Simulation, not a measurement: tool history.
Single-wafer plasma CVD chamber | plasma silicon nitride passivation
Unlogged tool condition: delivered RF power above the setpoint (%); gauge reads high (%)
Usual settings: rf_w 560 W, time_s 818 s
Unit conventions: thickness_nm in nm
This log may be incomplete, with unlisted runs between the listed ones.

run,hour,rf_w,time_s,wafers since the last listed run,hours since the last RF generator calibration,hours since the showerhead was replaced,hours since the gauge calibration,"read-back reference wafer on the same gauge, thickness_nm",thickness_nm
1,0,560,689,0,573.1,6611,1336,1307.823,1108.592
2,94.1,560,689,169,667.2,6705.1,1430.1,1310.114,1115.963
3,153,560,689,106,726.1,6764,1489,1314.743,1108.069
4,204.1,560,818,92,777.2,6815.1,1540.1,1317.069,1328.936
# hour 318.6: gauge calibrated
5,441.6,560,818,429,1014.7,7052.6,123,1283.483,1282.101
6,482.3,560,696,73,1055.4,7093.3,163.7,1283.136,1096.546
7,550.7,560,696,123,1123.8,7161.7,232.1,1281.486,1092.245
8,601.3,560,818,91,1174.4,7212.3,282.7,1281.893,1290.186
# hour 641.3: RF generator calibrated
9,659.6,560,818,90,18.3,7270.6,341,1285.344,1290.957
10,721.9,560,818,112,80.6,7332.9,403.3,1284.829,1293.8
11,809.4,560,883,158,168.1,7420.4,490.8,1284.874,1407.631
# hour 868.9: showerhead replaced
12,913.1,560,883,172,271.8,44.2,594.5,1286.922,1401.642
13,996.7,560,883,151,355.4,127.8,678.1,1286.386,1398.871
14,1097,560,818,181,455.7,228.1,778.4,1291.02,1290.262
15,1179.5,560,818,149,538.2,310.6,860.9,1291.901,1295.034
16,1263,560,818,150,621.7,394.1,944.4,1292.69,1313.563
17,1329.9,560,733,120,688.6,461,1011.3,1298.359,1171.721
18,1400,560,733,126,758.7,531.1,1081.4,1298.402,1163.533
19,1463.6,605,753,114,822.3,594.7,1145,1303.476,1240.104
20,1515.1,560,818,93,873.8,646.2,1196.5,1300.61,1306.116
21,1562.8,525,874,86,921.5,693.9,1244.2,1302.835,1368.796
22,1658.1,480,908,172,1016.8,789.2,1339.5,1304.606,1380.242
# hour 1674.9: RF generator calibrated
23,1694.9,480,669,52,20,826,1376.3,1306.766,1020.671
24,1766.9,560,818,130,92,898,1448.3,1310.72,1305.395
25,1806.7,560,818,71,131.8,937.8,1488.1,1313.073,1314.55
26,1873.4,590,818,120,198.5,1004.5,1554.8,1317.979,1340.987
27,1926.6,485,964,96,251.7,1057.7,1608,1315.602,1467.743
28,2028.8,560,818,184,353.9,1159.9,1710.2,1323.281,1324.752
# hour 2037.2: gauge calibrated
29,2123,465,818,170,448.1,1254.1,85.8,1279.491,1204.13
30,2208.4,560,818,154,533.5,1339.5,171.2,1282.09,1288.488
31,2287,455,749,141,612.1,1418.1,249.8,1282.999,1100.311
32,2375.7,475,713,160,700.8,1506.8,338.5,1282.223,1057.548
33,2482.5,560,818,192,807.6,1613.6,445.3,1283.103,1290.207
34,2546.6,560,861,115,871.7,1677.7,509.4,1285.332,1352.4
35,2638.4,480,669,165,963.5,1769.5,601.2,1286.852,1013.879
# hour 2656.2: RF generator calibrated
36,2712.4,450,763,119,56.2,1843.5,675.2,1289.814,1118.799

4 ways to go on from here, each from the tool as it stands after run 36. What would each give?
A,2713,560,818,1,56.8,1844.1,675.8,?,?
B,2713,645,945,1,56.8,1844.1,675.8,?,?
C,2713,500,658,1,56.8,1844.1,675.8,?,?
D,2713,560,955,1,56.8,1844.1,675.8,?,?

run,"read-back reference wafer on the same gauge, thickness_nm",thickness_nm
A,1289.656,1290.189
B,1289.656,1563.184
C,1289.656,998.301
D,1289.656,1506.272
Without the tool's unlogged condition, the same runs would have read:
run,thickness_nm
A,1283.123
B,1554.624
C,992.834
D,1498.023
